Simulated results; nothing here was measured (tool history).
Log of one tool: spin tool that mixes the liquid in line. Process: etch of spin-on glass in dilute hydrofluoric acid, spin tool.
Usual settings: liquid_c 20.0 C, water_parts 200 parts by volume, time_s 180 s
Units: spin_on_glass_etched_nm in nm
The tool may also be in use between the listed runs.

run,hour,liquid_c,water_parts,time_s,wafers since the last listed run,hours since the thermometer was replaced,hours since the hydrofluoric acid flow meter was replaced,hours since the gauge calibration,"read-back film thickness of the spin-on glass reference wafer, read on the same gauge (nm)",spin_on_glass_etched_nm
1,0.0,18.0,155,180,0,2004.5,1821.7,381.7,90.00,39.43
2,29.3,18.0,155,180,253,2033.8,1851.0,411.0,90.00,39.41
3,65.3,20.0,200,180,310,2069.8,1887.0,447.0,90.03,31.80
4,98.7,20.0,200,180,288,2103.2,1920.4,480.4,89.99,31.91
5,128.8,20.0,200,180,259,2133.3,1950.5,510.5,90.01,31.91
6,151.5,20.0,200,225,196,2156.0,1973.2,533.2,90.01,40.03
# hour 214.8: hydrofluoric acid flow meter replaced
7,252.5,20.0,200,225,863,2257.0,37.7,634.2,90.00,36.81
# hour 262.2: gauge calibrated
8,268.2,20.0,200,225,135,2272.7,53.4,6.0,89.99,36.70
9,301.4,20.0,250,180,286,2305.9,86.6,39.2,90.00,22.58
10,317.3,22.0,200,180,137,2321.8,102.5,55.1,90.01,31.93
11,335.1,20.0,175,275,153,2339.6,120.3,72.9,90.01,53.02
12,368.9,20.0,150,85,291,2373.4,154.1,106.7,90.01,19.70
# hour 380.7: thermometer replaced
13,390.1,20.0,175,275,174,9.4,175.3,127.9,90.00,49.26
14,420.4,20.0,200,180,261,39.7,205.6,158.2,90.01,27.49
15,455.1,21.5,200,180,299,74.4,240.3,192.9,89.99,29.43
16,468.2,21.5,140,270,113,87.5,253.4,206.0,90.01,66.54
17,481.2,20.0,200,290,112,100.5,266.4,219.0,89.99,44.46
18,502.7,18.0,235,180,185,122.0,287.9,240.5,90.01,21.42
19,526.3,23.5,140,285,203,145.6,311.5,264.1,90.00,76.74
20,550.6,20.0,155,75,209,169.9,335.8,288.4,89.98,15.77

Forecast each of these 4 alternatives for the next run:
A,551.1,20.0,200,180,4,170.4,336.3,288.9,?,?
B,551.1,20.0,170,270,4,170.4,336.3,288.9,?,?
C,551.1,20.0,130,180,4,170.4,336.3,288.9,?,?
D,551.1,20.0,230,145,4,170.4,336.3,288.9,?,?

run,"read-back film thickness of the spin-on glass reference wafer, read on the same gauge (nm)",spin_on_glass_etched_nm
A,90.00,27.87
B,90.00,50.63
C,90.00,45.95
D,90.00,18.98
Without the tool's hidden state the same runs would have given:
run,spin_on_glass_etched_nm
A,25.91
B,47.12
C,42.83
D,17.63

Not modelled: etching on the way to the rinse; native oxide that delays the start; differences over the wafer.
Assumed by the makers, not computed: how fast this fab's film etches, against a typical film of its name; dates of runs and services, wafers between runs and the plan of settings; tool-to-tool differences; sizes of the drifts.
